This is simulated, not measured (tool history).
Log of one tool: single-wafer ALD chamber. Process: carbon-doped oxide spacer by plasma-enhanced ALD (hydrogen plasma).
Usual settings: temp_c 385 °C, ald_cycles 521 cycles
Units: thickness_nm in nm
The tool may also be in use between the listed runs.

run    hour  temp_c  ald_cycles  read-back reference wafer on the same gauge, thickness_nm  thickness_nm
  1     0.0     385         570                                                     22.108        27.074
  2    65.3     385         570                                                     22.095        27.169
  3   116.8     378         521                                                     22.094        24.659
  4   183.8     378         521                                                     22.101        24.877
  5   268.1     378         521                                                     22.093        24.681
  6   367.3     385         521                                                     22.109        24.689
  7   418.1     385         521                                                     22.108        24.709
  8   504.4     385         521                                                     22.087        24.658
  9   549.8     385         521                                                     22.085        24.707
 10   656.0     385         521                                                     22.110        24.729
 11   723.8     385         521                                                     22.102        24.702
 12   770.8     385         521                                                     22.116        24.808
 13   811.1     385         521                                                     22.115        24.787
 14   876.6     385         521                                                     22.092        24.782
 15   922.2     392         521                                                     22.101        24.712
 16  1012.3     372         425                                                     22.101        20.211
 17  1055.5     385         521                                                     22.110        24.675
 18  1373.8     395         557                                                     22.088        26.618
 19  1467.6     372         447                                                     22.090        21.179
 20  1530.2     394         521                                                     22.106        24.806
 21  1585.8     381         487                                                     22.088        23.153
 22  1635.9     374         465                                                     22.106        22.017
 23  1724.7     396         562                                                     22.100        26.718
 24  1811.8     385         521                                                     22.123        24.699
 25  1850.6     380         553                                                     22.109        26.242
 26  2167.1     400         459                                                     22.109        21.824
 27  2209.2     396         453                                                     22.111        21.544
 28  2275.2     380         431                                                     22.107        20.515
 29  2314.1     398         521                                                     22.096        24.806
 30  2400.0     385         521                                                     22.089        24.675
 31  2436.4     390         442                                                     22.118        20.968

Not shown: 2 entries that the log had between the listed runs. Between which runs, and how does the tool's hidden state differ before and after?
Between runs 16 and 17: thermocouple changed; heater temperature recalibrated (hour 1045.3)
  no hidden state differs between the two runs
Between runs 18 and 19: gauge calibrated (hour 1374.2)
  no hidden state differs between the two runs

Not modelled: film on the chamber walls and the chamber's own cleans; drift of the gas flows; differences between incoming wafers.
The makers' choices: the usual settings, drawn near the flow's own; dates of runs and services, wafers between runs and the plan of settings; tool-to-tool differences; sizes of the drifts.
